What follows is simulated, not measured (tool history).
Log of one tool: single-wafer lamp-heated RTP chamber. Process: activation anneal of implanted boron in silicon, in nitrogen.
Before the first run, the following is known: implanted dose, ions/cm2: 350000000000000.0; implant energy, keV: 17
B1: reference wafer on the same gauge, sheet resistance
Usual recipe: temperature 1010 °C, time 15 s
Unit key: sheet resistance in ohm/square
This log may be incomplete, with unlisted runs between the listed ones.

{"run": 1, "day": 0.0, "temperature": 1010, "time": 15, "B1": 250.94, "sheet resistance": 267.88}
{"run": 2, "day": 0.517, "temperature": 1010, "time": 15, "B1": 251.07, "sheet resistance": 267.24}
{"run": 3, "day": 1.012, "temperature": 1010, "time": 15, "B1": 251.0, "sheet resistance": 266.45}
{"run": 4, "day": 1.612, "temperature": 1010, "time": 21, "B1": 251.06, "sheet resistance": 265.72}
{"run": 5, "day": 2.267, "temperature": 1010, "time": 15, "B1": 251.0, "sheet resistance": 266.72}
{"run": 6, "day": 2.571, "temperature": 1010, "time": 15, "B1": 251.17, "sheet resistance": 266.29}
{"run": 7, "day": 4.292, "temperature": 991, "time": 15, "B1": 251.0, "sheet resistance": 271.75}
{"run": 8, "day": 4.904, "temperature": 1010, "time": 15, "B1": 251.04, "sheet resistance": 266.84}
{"run": 9, "day": 5.354, "temperature": 1010, "time": 15, "B1": 250.99, "sheet resistance": 266.58}
{"run": 10, "day": 5.992, "temperature": 1010, "time": 15, "B1": 250.88, "sheet resistance": 266.22}
{"run": 11, "day": 6.583, "temperature": 1010, "time": 15, "B1": 250.89, "sheet resistance": 267.04}
{"run": 12, "day": 7.233, "temperature": 1010, "time": 15, "B1": 250.99, "sheet resistance": 266.72}
{"run": 13, "day": 7.496, "temperature": 1010, "time": 15, "B1": 251.02, "sheet resistance": 265.99}
{"run": 14, "day": 8.1, "temperature": 1023, "time": 19, "B1": 251.06, "sheet resistance": 264.37}
{"run": 15, "day": 8.788, "temperature": 1023, "time": 19, "B1": 250.94, "sheet resistance": 264.65}
{"run": 16, "day": 9.367, "temperature": 1023, "time": 19, "B1": 250.94, "sheet resistance": 264.12}
{"run": 17, "day": 9.479, "temperature": 1010, "time": 15, "B1": 251.01, "sheet resistance": 265.5}
{"run": 18, "day": 11.129, "temperature": 1010, "time": 18, "B1": 250.99, "sheet resistance": 265.89}
{"run": 19, "day": 11.425, "temperature": 1010, "time": 8, "B1": 251.02, "sheet resistance": 267.21}
{"run": 20, "day": 11.95, "temperature": 1010, "time": 15, "B1": 251.19, "sheet resistance": 266.24}
{"run": 21, "day": 12.279, "temperature": 1030, "time": 22, "B1": 251.13, "sheet resistance": 263.84}
{"run": 22, "day": 12.996, "temperature": 983, "time": 21, "B1": 250.99, "sheet resistance": 268.98}
{"run": 23, "day": 13.442, "temperature": 1010, "time": 15, "B1": 250.94, "sheet resistance": 266.86}
{"run": 24, "day": 14.038, "temperature": 1010, "time": 15, "B1": 251.14, "sheet resistance": 266.53}
{"run": 25, "day": 14.383, "temperature": 1010, "time": 15, "B1": 250.99, "sheet resistance": 266.43}
{"run": 26, "day": 14.846, "temperature": 1010, "time": 15, "B1": 251.05, "sheet resistance": 266.78}
{"run": 27, "day": 15.25, "temperature": 1020, "time": 22, "B1": 251.09, "sheet resistance": 264.64}
{"run": 28, "day": 15.9, "temperature": 998, "time": 20, "B1": 250.88, "sheet resistance": 268.64}
{"run": 29, "day": 16.329, "temperature": 995, "time": 22, "B1": 251.07, "sheet resistance": 268.92}
{"run": 30, "day": 17.012, "temperature": 1038, "time": 13, "B1": 250.92, "sheet resistance": 264.52}
{"run": 31, "day": 17.429, "temperature": 1010, "time": 15, "B1": 250.96, "sheet resistance": 266.38}
{"run": 32, "day": 18.083, "temperature": 1010, "time": 15, "B1": 250.9, "sheet resistance": 266.72}
{"run": 33, "day": 18.392, "temperature": 1038, "time": 7, "B1": 251.03, "sheet resistance": 265.22}
{"run": 34, "day": 18.971, "temperature": 987, "time": 15, "B1": 251.13, "sheet resistance": 272.6}
{"run": 35, "day": 19.612, "temperature": 993, "time": 19, "B1": 251.11, "sheet resistance": 268.87}

The log once held 5 entries between its listed runs, left out of this copy. Where does each go, and what is different about the tool's unlogged condition between the listed run before it and the listed run after it?
From run 3 to run 4: gauge calibrated (day 1.462)
  true wafer temperature minus pyrometer reading, K: 4.2 -> 4.59
  difference, measured minus the result without the unlogged condition, sheet resistance: -0.71 -> -0.71 ohm/square
From run 15 to run 16: reflector plate cleaned (day 9.292); pyrometer window cleaned and pyrometer calibrated (day 9.346)
  true wafer temperature minus pyrometer reading, K: 6.41 -> 11.6
  difference, measured minus the result without the unlogged condition, sheet resistance: -0.60 -> -1.02 ohm/square
From run 22 to run 23: pyrometer window cleaned and pyrometer calibrated, repeated, since the last time left the tool worse (day 13.421)
  true wafer temperature minus pyrometer reading, K: 15.4 -> 0.294
  difference, measured minus the result without the unlogged condition, sheet resistance: -7.62 -> -0.06 ohm/square
From run 27 to run 28: gauge calibrated (day 15.542)
  true wafer temperature minus pyrometer reading, K: 2.69 -> 3.29
  difference, measured minus the result without the unlogged condition, sheet resistance: -0.29 -> -1.04 ohm/square

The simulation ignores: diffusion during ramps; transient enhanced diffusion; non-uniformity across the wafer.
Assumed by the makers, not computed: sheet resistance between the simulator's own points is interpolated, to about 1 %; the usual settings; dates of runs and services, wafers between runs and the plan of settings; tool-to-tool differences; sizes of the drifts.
